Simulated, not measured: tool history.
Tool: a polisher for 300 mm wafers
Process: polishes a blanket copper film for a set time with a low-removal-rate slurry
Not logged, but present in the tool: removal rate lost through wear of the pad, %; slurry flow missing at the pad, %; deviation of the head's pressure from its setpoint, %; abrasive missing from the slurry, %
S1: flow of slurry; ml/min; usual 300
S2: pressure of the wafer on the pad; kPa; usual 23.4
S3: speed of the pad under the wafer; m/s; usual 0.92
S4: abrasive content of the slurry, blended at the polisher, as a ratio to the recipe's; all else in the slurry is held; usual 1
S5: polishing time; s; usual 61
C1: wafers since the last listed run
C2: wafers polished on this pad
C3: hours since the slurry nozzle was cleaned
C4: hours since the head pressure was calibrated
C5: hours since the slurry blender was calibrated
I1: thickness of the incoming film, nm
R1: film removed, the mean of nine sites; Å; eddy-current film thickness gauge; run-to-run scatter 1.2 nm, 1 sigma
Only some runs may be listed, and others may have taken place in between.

| run | hour | S1 | S2 | S3 | S4 | S5 | C1 | C2 | C3 | C4 | C5 | I1 | R1 |
|---|---|---|---|---|---|---|---|---|---|---|---|---|---|
| 1 | 0 | 300 | 23.4 | 0.92 | 1 | 61 | 0 | 2807 | 7.7 | 1261.7 | 191.5 | 660.2 | 1687 |
| 2 | 26.9 | 300 | 23.4 | 0.92 | 1 | 61 | 327 | 3134 | 34.6 | 1288.6 | 218.4 | 663.9 | 1676 |
| 3 | 81.3 | 300 | 23.4 | 0.92 | 1 | 61 | 661 | 3795 | 89 | 1343 | 272.8 | 661.3 | 1677 |
|  | 126.4 | worn pad replaced by a new one |
| 4 | 127.6 | 300 | 23.4 | 0.92 | 1 | 61 | 514 | 15 | 135.3 | 1389.3 | 319.1 | 659.6 | 1675 |
| 5 | 234.1 | 300 | 23.4 | 0.92 | 1 | 61 | 1295 | 1310 | 241.8 | 1495.8 | 425.6 | 674.5 | 1618 |
|  | 239.5 | slurry blender recalibrated |
| 6 | 259.6 | 300 | 23.4 | 0.92 | 1 | 61 | 285 | 1595 | 267.3 | 1521.3 | 20.1 | 662.7 | 1710 |
| 7 | 288.6 | 300 | 23.4 | 0.92 | 1 | 61 | 352 | 1948 | 296.3 | 1550.3 | 49.1 | 665.1 | 1706 |
| 8 | 352.3 | 300 | 23.4 | 0.74 | 1 | 61 | 774 | 2723 | 360 | 1614 | 112.8 | 652 | 1374 |
|  | 363.8 | head pressure recalibrated |
| 9 | 393 | 300 | 23.4 | 0.74 | 1 | 61 | 470 | 3193 | 400.7 | 29.2 | 153.5 | 668.1 | 1310 |
| 10 | 464.2 | 300 | 24.8 | 0.92 | 1 | 61 | 865 | 4059 | 471.9 | 100.4 | 224.7 | 658.6 | 1741 |
| 11 | 524.4 | 335 | 23.4 | 1.1 | 1 | 61 | 732 | 4791 | 532.1 | 160.6 | 284.9 | 654.4 | 1934 |
|  | 533.1 | worn pad replaced by a new one |
| 12 | 561.8 | 405 | 30.3 | 0.92 | 1.1 | 61 | 406 | 348 | 569.5 | 198 | 322.3 | 669.5 | 2142 |
| 13 | 612.8 | 235 | 23.4 | 0.92 | 1 | 61 | 620 | 968 | 620.5 | 249 | 373.3 | 662.1 | 1552 |
|  | 626.9 | slurry nozzle cleaned |
|  | 656.4 | slurry blender recalibrated |
| 14 | 675.7 | 300 | 23.4 | 0.92 | 1 | 61 | 728 | 1696 | 48.8 | 311.9 | 19.3 | 656.9 | 1651 |
| 15 | 700.7 | 350 | 23.4 | 0.92 | 1.15 | 50 | 303 | 2000 | 73.8 | 336.9 | 44.3 | 662.9 | 1408 |
| 16 | 747.6 | 300 | 29 | 0.8 | 1 | 51 | 570 | 2571 | 120.7 | 383.8 | 91.2 | 664.1 | 1476 |
| 17 | 810.7 | 300 | 23.4 | 0.92 | 1 | 61 | 767 | 3338 | 183.8 | 446.9 | 154.3 | 658.1 | 1661 |
|  | 900.2 | worn pad replaced by a new one |
| 18 | 902.5 | 250 | 17.2 | 0.76 | 1 | 42 | 1067 | 27 | 275.6 | 538.7 | 246.1 | 659.8 | 679 |
| 19 | 946.1 | 385 | 23.4 | 1.08 | 1 | 61 | 530 | 557 | 319.2 | 582.3 | 289.7 | 663.6 | 1949 |
| 20 | 1011.2 | 300 | 23.4 | 0.92 | 1 | 61 | 791 | 1349 | 384.3 | 647.4 | 354.8 | 663.4 | 1608 |
| 21 | 1039.9 | 355 | 23.4 | 0.62 | 1 | 61 | 348 | 1698 | 413 | 676.1 | 383.5 | 649.5 | 1101 |
|  | 1060.1 | slurry blender recalibrated |
| 22 | 1105.1 | 300 | 23.4 | 0.92 | 1 | 61 | 768 | 2467 | 478.2 | 741.3 | 45 | 666.9 | 1681 |
|  | 1131.4 | slurry nozzle cleaned |
| 23 | 1166.2 | 300 | 23.4 | 0.92 | 1.2 | 61 | 730 | 3197 | 34.8 | 802.4 | 106.1 | 660.2 | 1743 |
| 24 | 1235.5 | 300 | 18.6 | 0.92 | 0.85 | 61 | 842 | 4040 | 104.1 | 871.7 | 175.4 | 656.8 | 1308 |
|  | 1300 | worn pad replaced by a new one |
| 25 | 1300.5 | 300 | 23.4 | 1.18 | 1 | 61 | 741 | 6 | 169.1 | 936.7 | 240.4 | 663.3 | 2145 |
| 26 | 1337.1 | 300 | 23.4 | 0.92 | 1 | 61 | 445 | 451 | 205.7 | 973.3 | 277 | 656.1 | 1669 |
| 27 | 1362.8 | 300 | 23.4 | 0.92 | 1 | 61 | 312 | 763 | 231.4 | 999 | 302.7 | 656.5 | 1661 |
|  | 1399 | slurry blender recalibrated |
| 28 | 1399.5 | 330 | 23.4 | 0.78 | 1 | 52 | 421 | 1185 | 268.1 | 1035.7 | 0.5 | 663.6 | 1244 |
| 29 | 1423.5 | 300 | 27.6 | 0.82 | 0.9 | 61 | 291 | 1477 | 292.1 | 1059.7 | 24.5 | 668.5 | 1757 |
| 30 | 1473.4 | 300 | 23.4 | 0.92 | 1 | 61 | 606 | 2084 | 342 | 1109.6 | 74.4 | 648.9 | 1700 |

What would each run have given without the hidden state, its run-to-run variation left as it was?
| run | R1 |
|---|---|
| 1 | 1654 |
| 2 | 1647 |
| 3 | 1658 |
| 4 | 1667 |
| 5 | 1647 |
| 6 | 1648 |
| 7 | 1644 |
| 8 | 1326 |
| 9 | 1320 |
| 10 | 1764 |
| 11 | 1973 |
| 12 | 2199 |
| 13 | 1608 |
| 14 | 1633 |
| 15 | 1393 |
| 16 | 1461 |
| 17 | 1647 |
| 18 | 679 |
| 19 | 1959 |
| 20 | 1633 |
| 21 | 1124 |
| 22 | 1651 |
| 23 | 1713 |
| 24 | 1290 |
| 25 | 2128 |
| 26 | 1663 |
| 27 | 1661 |
| 28 | 1205 |
| 29 | 1701 |
| 30 | 1646 |
